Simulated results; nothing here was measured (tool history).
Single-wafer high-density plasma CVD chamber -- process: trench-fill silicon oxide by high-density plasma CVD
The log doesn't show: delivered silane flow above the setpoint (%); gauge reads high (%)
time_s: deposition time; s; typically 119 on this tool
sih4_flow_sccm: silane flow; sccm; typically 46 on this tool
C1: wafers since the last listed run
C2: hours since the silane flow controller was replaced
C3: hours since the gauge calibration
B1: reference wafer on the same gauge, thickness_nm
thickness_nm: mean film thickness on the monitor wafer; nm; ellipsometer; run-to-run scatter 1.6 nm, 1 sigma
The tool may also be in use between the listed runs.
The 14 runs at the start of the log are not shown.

run 15 day=28.708 | time_s=119 sih4_flow_sccm=46 | C1=223 C2=3268.2 C3=1989.8 | B1=430.053 | thickness_nm=538.197
run 16 day=30.408 | time_s=119 sih4_flow_sccm=46 | C1=269 C2=3309.0 C3=2030.6 | B1=430.178 | thickness_nm=540.342
run 17 day=33.233 | time_s=119 sih4_flow_sccm=46 | C1=447 C2=3376.8 C3=2098.4 | B1=430.220 | thickness_nm=540.891
run 18 day=35.612 | time_s=119 sih4_flow_sccm=50 | C1=377 C2=3433.9 C3=2155.5 | B1=430.244 | thickness_nm=578.186
run 19 day=36.788 | time_s=119 sih4_flow_sccm=46 | C1=186 C2=3462.1 C3=2183.7 | B1=430.219 | thickness_nm=541.110
run 20 day=38.004 | time_s=119 sih4_flow_sccm=42 | C1=192 C2=3491.3 C3=2212.9 | B1=429.804 | thickness_nm=501.901
-- day=39.750 gauge calibrated
run 21 day=39.888 | time_s=96 sih4_flow_sccm=52 | C1=298 C2=3536.5 C3=3.3 | B1=429.930 | thickness_nm=484.280
run 22 day=41.908 | time_s=138 sih4_flow_sccm=49 | C1=320 C2=3585.0 C3=51.8 | B1=429.823 | thickness_nm=665.811
-- day=44.408 silane flow controller replaced
run 23 day=44.429 | time_s=139 sih4_flow_sccm=43 | C1=346 C2=0.5 C3=112.3 | B1=429.867 | thickness_nm=585.028
run 24 day=46.788 | time_s=103 sih4_flow_sccm=55 | C1=373 C2=57.1 C3=168.9 | B1=429.909 | thickness_nm=532.538
run 25 day=49.038 | time_s=137 sih4_flow_sccm=46 | C1=356 C2=111.1 C3=222.9 | B1=429.819 | thickness_nm=607.249
run 26 day=51.621 | time_s=138 sih4_flow_sccm=37 | C1=409 C2=173.1 C3=284.9 | B1=430.082 | thickness_nm=514.799
run 27 day=57.017 | time_s=119 sih4_flow_sccm=46 | C1=855 C2=302.6 C3=414.4 | B1=430.096 | thickness_nm=526.971
run 28 day=58.125 | time_s=119 sih4_flow_sccm=51 | C1=175 C2=329.2 C3=441.0 | B1=430.081 | thickness_nm=572.728
run 29 day=59.667 | time_s=119 sih4_flow_sccm=53 | C1=244 C2=366.2 C3=478.0 | B1=430.060 | thickness_nm=594.323
run 30 day=61.188 | time_s=119 sih4_flow_sccm=46 | C1=241 C2=402.7 C3=514.5 | B1=429.716 | thickness_nm=528.827
run 31 day=63.071 | time_s=119 sih4_flow_sccm=55 | C1=298 C2=447.9 C3=559.7 | B1=430.641 | thickness_nm=614.593
run 32 day=64.171 | time_s=112 sih4_flow_sccm=44 | C1=174 C2=474.3 C3=586.1 | B1=430.138 | thickness_nm=476.786
run 33 day=66.271 | time_s=119 sih4_flow_sccm=46 | C1=332 C2=524.7 C3=636.5 | B1=429.983 | thickness_nm=529.115
run 34 day=67.858 | time_s=105 sih4_flow_sccm=52 | C1=251 C2=562.8 C3=674.6 | B1=429.804 | thickness_nm=517.099
run 35 day=69.733 | time_s=119 sih4_flow_sccm=52 | C1=297 C2=607.8 C3=719.6 | B1=430.257 | thickness_nm=586.488
run 36 day=72.021 | time_s=119 sih4_flow_sccm=41 | C1=362 C2=662.7 C3=774.5 | B1=430.506 | thickness_nm=479.742

Forecast each of these 3 alternatives for the next run:
run A day=72.038 | time_s=119 sih4_flow_sccm=46 | C1=2 C2=663.1 C3=774.9 | B1=? | thickness_nm=?
run B day=72.038 | time_s=138 sih4_flow_sccm=43 | C1=2 C2=663.1 C3=774.9 | B1=? | thickness_nm=?
run C day=72.038 | time_s=139 sih4_flow_sccm=46 | C1=2 C2=663.1 C3=774.9 | B1=? | thickness_nm=?

run=A B1=429.987 thickness_nm=531.921
run=B B1=429.987 thickness_nm=584.006
run=C B1=429.987 thickness_nm=621.319
The same runs, with their run-to-run variation unchanged, on a tool lacking any hidden condition would have given:
run=A thickness_nm=529.581
run=B thickness_nm=581.437
run=C thickness_nm=618.586
